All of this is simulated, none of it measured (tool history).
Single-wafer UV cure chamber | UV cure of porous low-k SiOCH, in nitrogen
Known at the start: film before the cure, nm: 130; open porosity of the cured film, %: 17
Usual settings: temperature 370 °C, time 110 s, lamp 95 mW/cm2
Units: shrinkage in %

{"run": 1, "hour": 0.0, "temperature": 370, "time": 110, "lamp": 95, "shrinkage": 5.828}
{"run": 2, "hour": 13.3, "temperature": 370, "time": 110, "lamp": 95, "shrinkage": 5.862}
{"run": 3, "hour": 25.0, "temperature": 370, "time": 110, "lamp": 95, "shrinkage": 5.866}
{"run": 4, "hour": 39.7, "temperature": 370, "time": 110, "lamp": 95, "shrinkage": 5.859}
{"run": 5, "hour": 47.4, "temperature": 370, "time": 110, "lamp": 95, "shrinkage": 5.827}
{"run": 6, "hour": 64.9, "temperature": 370, "time": 110, "lamp": 95, "shrinkage": 5.896}
{"hour": 120.3, "done": "UV bulbs replaced"}
{"run": 7, "hour": 120.8, "temperature": 370, "time": 110, "lamp": 95, "shrinkage": 7.38}
{"run": 8, "hour": 124.9, "temperature": 370, "time": 110, "lamp": 95, "shrinkage": 7.313}
{"run": 9, "hour": 135.4, "temperature": 370, "time": 110, "lamp": 95, "shrinkage": 7.248}
{"run": 10, "hour": 148.1, "temperature": 370, "time": 110, "lamp": 95, "shrinkage": 7.351}
{"run": 11, "hour": 156.9, "temperature": 370, "time": 110, "lamp": 95, "shrinkage": 7.168}
{"run": 12, "hour": 173.4, "temperature": 364, "time": 95, "lamp": 95, "shrinkage": 6.614}
{"run": 13, "hour": 186.2, "temperature": 357, "time": 110, "lamp": 128, "shrinkage": 8.155}
{"hour": 221.1, "done": "quartz window cleaned"}
{"run": 14, "hour": 230.9, "temperature": 386, "time": 45, "lamp": 115, "shrinkage": 4.935}
{"run": 15, "hour": 245.5, "temperature": 384, "time": 60, "lamp": 95, "shrinkage": 5.229}
{"run": 16, "hour": 258.3, "temperature": 385, "time": 45, "lamp": 105, "shrinkage": 4.602}
{"run": 17, "hour": 268.0, "temperature": 388, "time": 110, "lamp": 95, "shrinkage": 7.395}
{"run": 18, "hour": 283.4, "temperature": 370, "time": 110, "lamp": 95, "shrinkage": 7.072}
{"run": 19, "hour": 297.1, "temperature": 370, "time": 130, "lamp": 113, "shrinkage": 8.393}
{"run": 20, "hour": 315.1, "temperature": 370, "time": 45, "lamp": 95, "shrinkage": 4.04}
{"run": 21, "hour": 331.4, "temperature": 370, "time": 110, "lamp": 95, "shrinkage": 6.925}
{"run": 22, "hour": 348.2, "temperature": 370, "time": 165, "lamp": 135, "shrinkage": 9.752}
{"run": 23, "hour": 356.0, "temperature": 384, "time": 90, "lamp": 124, "shrinkage": 7.336}
{"run": 24, "hour": 363.1, "temperature": 370, "time": 110, "lamp": 95, "shrinkage": 6.934}
{"run": 25, "hour": 369.5, "temperature": 370, "time": 110, "lamp": 95, "shrinkage": 6.853}

3 ways to go on from here, each from the tool as it stands after run 25. What would each give?
{"run": "A", "hour": 370.0, "temperature": 353, "time": 110, "lamp": 95, "shrinkage": "?"}
{"run": "B", "hour": 370.0, "temperature": 370, "time": 150, "lamp": 60, "shrinkage": "?"}
{"run": "C", "hour": 370.0, "temperature": 384, "time": 110, "lamp": 95, "shrinkage": "?"}

run=A shrinkage=6.544
run=B shrinkage=6.279
run=C shrinkage=7.009
Without the tool's hidden state the same runs would have given:
run=A shrinkage=6.974
run=B shrinkage=6.704
run=C shrinkage=7.447

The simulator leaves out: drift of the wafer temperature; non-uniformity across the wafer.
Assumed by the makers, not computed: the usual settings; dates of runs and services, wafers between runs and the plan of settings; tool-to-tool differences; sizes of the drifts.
